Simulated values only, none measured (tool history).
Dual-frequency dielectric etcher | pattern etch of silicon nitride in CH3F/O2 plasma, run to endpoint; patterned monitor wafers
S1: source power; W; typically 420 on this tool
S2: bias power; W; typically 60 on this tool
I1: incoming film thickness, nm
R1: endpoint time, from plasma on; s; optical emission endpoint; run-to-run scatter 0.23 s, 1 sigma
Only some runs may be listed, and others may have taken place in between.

run     day   S1  S2    I1    R1
  1       0  420  60  68.9  76.8
  2   1.342  420  60  69.2  77.1
  3   2.833  420  60  69.9  78.1
  4   3.983  420  60  69.7  77.5
  5   5.375  420  71  69.8  74.1
  6   5.908  420  71  69.5  73.9
  7   7.883  420  60  69.8  77.2
  8     8.7  420  68  69.4  74.3
  9   9.267  420  68  69.3  74.1
 10  10.175  420  68  69.9  74.7
     12.312  -- upper electrode replaced
 11  12.333  420  60    70  77.4
 12  12.433  420  60  68.6  75.6
 13  13.492  420  60  69.2  75.9
      14.15  -- bias power generator calibrated
 14  14.933  500  60  69.5  68.9
 15  16.117  420  60  70.2  76.8
 16  17.017  350  66  69.4  83.2
     18.488  -- wet clean of the chamber
 17  18.508  420  60  69.5  77.4
 18  18.525  420  71    69  73.7
 19  18.838  470  71  69.5  69.5
 20  19.617  490  60  69.5  70.9
 21  20.804  340  71    70  85.3
 22  22.221  340  56    70  90.4
 23  23.546  420  60  69.8  77.1
     25.162  -- source power generator calibrated
 24    26.8  390  67  69.4  78.5
 25  28.008  450  51  69.3  75.3
 26  28.854  480  66  69.6  69.5
 27  30.121  330  67  70.4  88.2
 28  30.988  350  60  69.3  85.1
 29  31.488  380  73  69.5  77.5
 30  32.475  420  60  69.7  76.2
 31   33.25  500  45  69.3  73.2
 32  34.233  420  60  69.3  75.7
 33  34.808  520  51  69.6  69.9
 34  35.517  360  56  69.4  84.8

Alternative continuations, all from the tool just after run 34; predict every row:
  A  35.538  380  60  70.1   ?
  B  35.538  520  49  70.1   ?
  C  35.538  390  53  70.1   ?
  D  35.538  420  51  70.1   ?
  E  35.538  350  47  70.1   ?

run    R1
  A  81.3
  B  70.3
  C  82.2
  D  79.1
  E  90.7
Had the tool no hidden state, the same runs would have come out as:
run    R1
  A  82.7
  B  71.5
  C  83.6
  D  80.4
  E  92.2
